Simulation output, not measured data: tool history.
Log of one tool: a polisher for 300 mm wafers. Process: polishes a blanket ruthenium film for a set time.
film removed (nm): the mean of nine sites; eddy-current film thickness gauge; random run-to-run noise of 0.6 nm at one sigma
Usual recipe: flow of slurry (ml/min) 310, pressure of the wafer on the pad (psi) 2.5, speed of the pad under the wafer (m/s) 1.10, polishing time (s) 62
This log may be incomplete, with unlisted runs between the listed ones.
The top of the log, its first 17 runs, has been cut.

run	day	flow of slurry (ml/min)	pressure of the wafer on the pad (psi)	speed of the pad under the wafer (m/s)	polishing time (s)	wafers since the last listed run	wafers polished on this pad	hours since the slurry nozzle was cleaned	hours since the head pressure was calibrated	incoming thickness of the incoming film, nm	film removed (nm)
18	20.683	310	2.1	1.10	83	89	799	281.5	1222.2	338.8	108.9
19	21.525	310	2.5	1.10	62	127	926	301.7	1242.4	344.2	90.3
20	22.650	310	2.5	0.80	42	170	1097	328.7	1269.4	340.5	44.0
21	23.221	310	2.8	1.10	73	86	1183	342.4	1283.1	336.5	111.1
# day 23.658: head pressure recalibrated
# day 23.896: worn pad replaced by a new one
# day 24.000: slurry nozzle cleaned
22	24.596	310	2.5	1.10	62	164	99	14.3	22.5	340.5	91.5
23	26.033	230	2.5	0.90	46	217	317	48.8	57.0	334.4	54.6
24	27.996	215	2.5	0.80	49	297	614	95.9	104.1	345.5	51.1
25	29.462	310	2.2	1.10	72	222	836	131.1	139.3	332.2	97.8
26	30.204	310	2.5	1.10	68	112	948	148.9	157.1	344.4	101.0

For run 27, what comes out?
27	31.325	310	2.0	1.10	62	169	1118	175.8	184.0	340.7	?

film removed (nm): 79.9
Were there no unlogged condition in the tool, this run, its random variation unchanged, would have produced film removed (nm) 80.4.
